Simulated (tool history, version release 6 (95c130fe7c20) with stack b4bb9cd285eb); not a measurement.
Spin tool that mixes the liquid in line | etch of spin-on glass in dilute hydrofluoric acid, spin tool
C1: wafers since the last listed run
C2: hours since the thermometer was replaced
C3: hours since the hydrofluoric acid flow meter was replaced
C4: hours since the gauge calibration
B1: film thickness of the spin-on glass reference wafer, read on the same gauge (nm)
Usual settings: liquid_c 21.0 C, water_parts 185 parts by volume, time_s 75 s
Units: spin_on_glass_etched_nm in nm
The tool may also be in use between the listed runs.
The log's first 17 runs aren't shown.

run 18 hour=368.7 | liquid_c=22.5 water_parts=100 time_s=35 | C1=145 C2=1996.3 C3=219.0 C4=1275.5 | B1=66.81 | spin_on_glass_etched_nm=20.39
run 19 hour=387.0 | liquid_c=21.0 water_parts=185 time_s=75 | C1=147 C2=2014.6 C3=237.3 C4=1293.8 | B1=66.84 | spin_on_glass_etched_nm=20.28
run 20 hour=422.5 | liquid_c=21.0 water_parts=125 time_s=75 | C1=285 C2=2050.1 C3=272.8 C4=1329.3 | B1=66.81 | spin_on_glass_etched_nm=31.86
run 21 hour=529.4 | liquid_c=21.0 water_parts=185 time_s=65 | C1=860 C2=2157.0 C3=379.7 C4=1436.2 | B1=66.77 | spin_on_glass_etched_nm=17.60
run 22 hour=547.6 | liquid_c=19.5 water_parts=120 time_s=115 | C1=146 C2=2175.2 C3=397.9 C4=1454.4 | B1=66.75 | spin_on_glass_etched_nm=48.59
-- hour=556.7 thermometer replaced
-- hour=569.1 gauge calibrated
run 23 hour=569.4 | liquid_c=21.0 water_parts=120 time_s=90 | C1=167 C2=12.7 C3=419.7 C4=0.3 | B1=70.46 | spin_on_glass_etched_nm=42.18
run 24 hour=581.7 | liquid_c=23.5 water_parts=250 time_s=75 | C1=99 C2=25.0 C3=432.0 C4=12.6 | B1=70.36 | spin_on_glass_etched_nm=16.21
run 25 hour=596.3 | liquid_c=19.5 water_parts=245 time_s=40 | C1=117 C2=39.6 C3=446.6 C4=27.2 | B1=70.26 | spin_on_glass_etched_nm=7.59
run 26 hour=625.3 | liquid_c=21.0 water_parts=185 time_s=75 | C1=233 C2=68.6 C3=475.6 C4=56.2 | B1=69.99 | spin_on_glass_etched_nm=21.22
run 27 hour=650.6 | liquid_c=24.0 water_parts=220 time_s=40 | C1=203 C2=93.9 C3=500.9 C4=81.5 | B1=69.83 | spin_on_glass_etched_nm=10.25
run 28 hour=671.5 | liquid_c=21.0 water_parts=185 time_s=75 | C1=168 C2=114.8 C3=521.8 C4=102.4 | B1=69.67 | spin_on_glass_etched_nm=20.94
run 29 hour=706.7 | liquid_c=21.0 water_parts=185 time_s=35 | C1=283 C2=150.0 C3=557.0 C4=137.6 | B1=69.41 | spin_on_glass_etched_nm=9.93
run 30 hour=808.9 | liquid_c=21.0 water_parts=255 time_s=105 | C1=822 C2=252.2 C3=659.2 C4=239.8 | B1=68.85 | spin_on_glass_etched_nm=19.81
run 31 hour=824.8 | liquid_c=25.5 water_parts=100 time_s=110 | C1=128 C2=268.1 C3=675.1 C4=255.7 | B1=68.78 | spin_on_glass_etched_nm=73.87
run 32 hour=845.2 | liquid_c=21.0 water_parts=235 time_s=45 | C1=164 C2=288.5 C3=695.5 C4=276.1 | B1=68.65 | spin_on_glass_etched_nm=9.45
run 33 hour=861.5 | liquid_c=18.0 water_parts=185 time_s=75 | C1=131 C2=304.8 C3=711.8 C4=292.4 | B1=68.59 | spin_on_glass_etched_nm=18.58
run 34 hour=883.0 | liquid_c=19.5 water_parts=150 time_s=75 | C1=173 C2=326.3 C3=733.3 C4=313.9 | B1=68.50 | spin_on_glass_etched_nm=25.03
run 35 hour=918.2 | liquid_c=21.0 water_parts=185 time_s=75 | C1=283 C2=361.5 C3=768.5 C4=349.1 | B1=68.36 | spin_on_glass_etched_nm=20.73

Forecast each of these 3 alternatives for the next run:
run A hour=918.6 | liquid_c=21.0 water_parts=185 time_s=75 | C1=3 C2=361.9 C3=768.9 C4=349.5 | B1=? | spin_on_glass_etched_nm=?
run B hour=918.6 | liquid_c=24.0 water_parts=125 time_s=35 | C1=3 C2=361.9 C3=768.9 C4=349.5 | B1=? | spin_on_glass_etched_nm=?
run C hour=918.6 | liquid_c=25.0 water_parts=140 time_s=95 | C1=3 C2=361.9 C3=768.9 C4=349.5 | B1=? | spin_on_glass_etched_nm=?

run=A B1=68.35 spin_on_glass_etched_nm=20.78
run=B B1=68.35 spin_on_glass_etched_nm=17.22
run=C B1=68.35 spin_on_glass_etched_nm=42.60
Without the tool's hidden state the same runs would have given:
run=A spin_on_glass_etched_nm=21.28
run=B spin_on_glass_etched_nm=17.63
run=C spin_on_glass_etched_nm=43.63

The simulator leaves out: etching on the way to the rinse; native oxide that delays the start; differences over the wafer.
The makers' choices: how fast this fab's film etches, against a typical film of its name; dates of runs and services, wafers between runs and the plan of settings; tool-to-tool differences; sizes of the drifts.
